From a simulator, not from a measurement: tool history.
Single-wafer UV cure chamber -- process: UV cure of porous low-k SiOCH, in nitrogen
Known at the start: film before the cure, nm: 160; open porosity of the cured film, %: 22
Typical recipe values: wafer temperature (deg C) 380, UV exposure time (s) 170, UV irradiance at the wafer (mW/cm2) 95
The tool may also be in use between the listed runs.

run	hour	wafer temperature (deg C)	UV exposure time (s)	UV irradiance at the wafer (mW/cm2)	loss of film thickness in the cure (%)
1	0.0	390	220	95	12.461
2	24.3	390	220	95	12.666
3	59.2	390	220	95	12.539
4	87.7	380	170	95	10.929
5	106.4	380	170	95	10.779
6	118.6	380	170	95	11.049
7	140.6	380	170	95	10.967
8	170.9	380	170	95	10.933
9	184.4	380	170	95	10.866
10	205.0	392	170	95	11.168
11	236.1	392	170	95	10.869
12	258.4	380	170	95	10.623
13	285.1	380	170	95	10.732
14	306.8	380	170	95	10.613
15	336.5	380	170	110	11.373
16	367.6	380	170	95	10.585
# hour 393.1: UV bulbs replaced
17	399.9	374	170	95	11.909
18	429.8	399	260	112	15.784
19	480.7	362	90	80	7.944
20	498.1	380	170	95	12.035
# hour 508.9: quartz window cleaned
21	526.1	380	260	95	14.705
22	539.0	393	170	120	13.684
23	567.6	369	70	58	5.431
24	582.7	374	170	95	12.182
25	606.9	364	85	95	8.390
26	620.0	361	110	75	8.466
27	639.8	380	170	78	11.156
28	657.8	372	250	95	13.859
29	692.4	398	260	66	12.803
30	716.6	366	140	125	12.106
31	730.4	380	170	95	12.070

Pick out some run-to-run changes in loss of film thickness in the cure (%). Of each, how much would a tool without hidden state show as well, from the settings, what came in and chance, and how much is left for the hidden state and any gauge scatter not in both results compared?
Hidden state at play: lamp output below its setpoint, %; transmission lost against a clean window, %.
Run 14 -> 15: UV irradiance at the wafer (mW/cm2) 95 -> 110. loss of film thickness in the cure (%) +0.760: hidden state -0.088, all else +0.848.
Run 16 -> 17: wafer temperature (deg C) 380 -> 374, UV bulbs replaced. loss of film thickness in the cure (%) +1.324: hidden state +1.582, all else -0.258.
Run 18 -> 19: wafer temperature (deg C) 399 -> 362, UV exposure time (s) 260 -> 90, UV irradiance at the wafer (mW/cm2) 112 -> 80. loss of film thickness in the cure (%) -7.840: hidden state +0.047, all else -7.887.
Run 22 -> 23: wafer temperature (deg C) 393 -> 369, UV exposure time (s) 170 -> 70, UV irradiance at the wafer (mW/cm2) 120 -> 58. loss of film thickness in the cure (%) -8.253: hidden state +0.081, all else -8.334.
Run 23 -> 24: wafer temperature (deg C) 369 -> 374, UV exposure time (s) 70 -> 170, UV irradiance at the wafer (mW/cm2) 58 -> 95. loss of film thickness in the cure (%) +6.751: hidden state -0.077, all else +6.828.
